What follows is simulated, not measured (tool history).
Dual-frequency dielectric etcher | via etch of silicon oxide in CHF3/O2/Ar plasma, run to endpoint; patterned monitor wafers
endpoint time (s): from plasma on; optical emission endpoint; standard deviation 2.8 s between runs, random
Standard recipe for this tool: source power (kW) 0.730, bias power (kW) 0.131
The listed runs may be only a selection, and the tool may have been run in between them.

run,hour,source power (kW),bias power (kW),wafers since the last listed run,hours since the last wet clean,hours since the last source power generator calibration,hours since the last bias power generator calibration,hours since the last upper electrode change,"incoming incoming film thickness, nm",endpoint time (s)
1,0.0,0.730,0.131,0,285.5,2915.9,2233.3,3855.1,624.9,339.4
2,12.6,0.730,0.131,48,298.1,2928.5,2245.9,3867.7,629.3,340.2
3,21.2,0.730,0.144,33,306.7,2937.1,2254.5,3876.3,630.2,334.9
4,39.1,0.730,0.144,68,324.6,2955.0,2272.4,3894.2,626.0,331.5
5,46.6,0.730,0.144,28,332.1,2962.5,2279.9,3901.7,626.3,327.8
6,60.0,0.730,0.131,51,345.5,2975.9,2293.3,3915.1,624.1,346.2
7,67.4,0.730,0.131,28,352.9,2983.3,2300.7,3922.5,620.6,338.7
8,79.7,0.730,0.131,47,365.2,2995.6,2313.0,3934.8,623.1,337.7
9,88.2,0.730,0.131,32,373.7,3004.1,2321.5,3943.3,622.5,340.5
10,94.3,0.730,0.131,23,379.8,3010.2,2327.6,3949.4,628.1,338.9
11,103.9,0.730,0.131,36,389.4,3019.8,2337.2,3959.0,620.0,339.4
12,112.7,0.730,0.131,33,398.2,3028.6,2346.0,3967.8,621.2,341.5
# hour 146.7: upper electrode replaced
13,147.2,0.730,0.131,40,432.7,3063.1,2380.5,0.5,623.9,346.1
14,147.6,0.730,0.131,1,433.1,3063.5,2380.9,0.9,623.6,339.5
# hour 157.2: bias power generator calibrated
15,157.9,0.730,0.131,24,443.4,3073.8,0.7,11.2,626.9,339.7
# hour 183.3: wet clean of the chamber
16,183.8,0.730,0.131,7,0.5,3099.7,26.6,37.1,631.5,345.8
17,184.2,0.730,0.131,1,0.9,3100.1,27.0,37.5,626.7,338.7
18,191.6,0.870,0.098,28,8.3,3107.5,34.4,44.9,625.5,331.8
19,206.5,0.570,0.114,57,23.2,3122.4,49.3,59.8,622.6,400.1
20,215.4,0.650,0.112,34,32.1,3131.3,58.2,68.7,618.4,368.6
21,231.0,0.840,0.116,60,47.7,3146.9,73.8,84.3,625.2,325.4
22,241.1,0.730,0.131,38,57.8,3157.0,83.9,94.4,623.4,336.8
23,250.0,0.650,0.123,34,66.7,3165.9,92.8,103.3,625.8,363.5
# hour 256.0: source power generator calibrated
24,261.6,0.880,0.162,29,78.3,5.6,104.4,114.9,618.4,291.3
25,270.3,0.730,0.102,33,87.0,14.3,113.1,123.6,618.0,360.8
26,286.7,0.870,0.106,63,103.4,30.7,129.5,140.0,628.1,331.3
27,294.7,0.730,0.117,30,111.4,38.7,137.5,148.0,627.2,354.3
28,310.0,0.730,0.131,58,126.7,54.0,152.8,163.3,622.2,338.7
29,316.6,0.730,0.157,25,133.3,60.6,159.4,169.9,625.8,323.2
30,331.0,0.730,0.131,55,147.7,75.0,173.8,184.3,620.3,334.2
31,348.6,0.730,0.099,67,165.3,92.6,191.4,201.9,622.0,365.3
32,356.4,0.610,0.154,30,173.1,100.4,199.2,209.7,628.0,354.8
33,362.9,0.730,0.118,25,179.6,106.9,205.7,216.2,627.4,350.3
34,396.2,0.730,0.131,128,212.9,140.2,239.0,249.5,624.6,344.5

For each entry between runs, how does the tool's hidden state at the last listed run before it compare with that at the first listed run after it?
Between runs 12 and 13: upper electrode replaced (hour 146.7)
  nothing in the hidden state changes from one run to the other
Between runs 14 and 15: bias power generator calibrated (hour 157.2)
  nothing in the hidden state changes from one run to the other
Between runs 15 and 16: wet clean of the chamber (hour 183.3)
  nothing in the hidden state changes from one run to the other
Between runs 23 and 24: source power generator calibrated (hour 256.0)
  nothing in the hidden state changes from one run to the other

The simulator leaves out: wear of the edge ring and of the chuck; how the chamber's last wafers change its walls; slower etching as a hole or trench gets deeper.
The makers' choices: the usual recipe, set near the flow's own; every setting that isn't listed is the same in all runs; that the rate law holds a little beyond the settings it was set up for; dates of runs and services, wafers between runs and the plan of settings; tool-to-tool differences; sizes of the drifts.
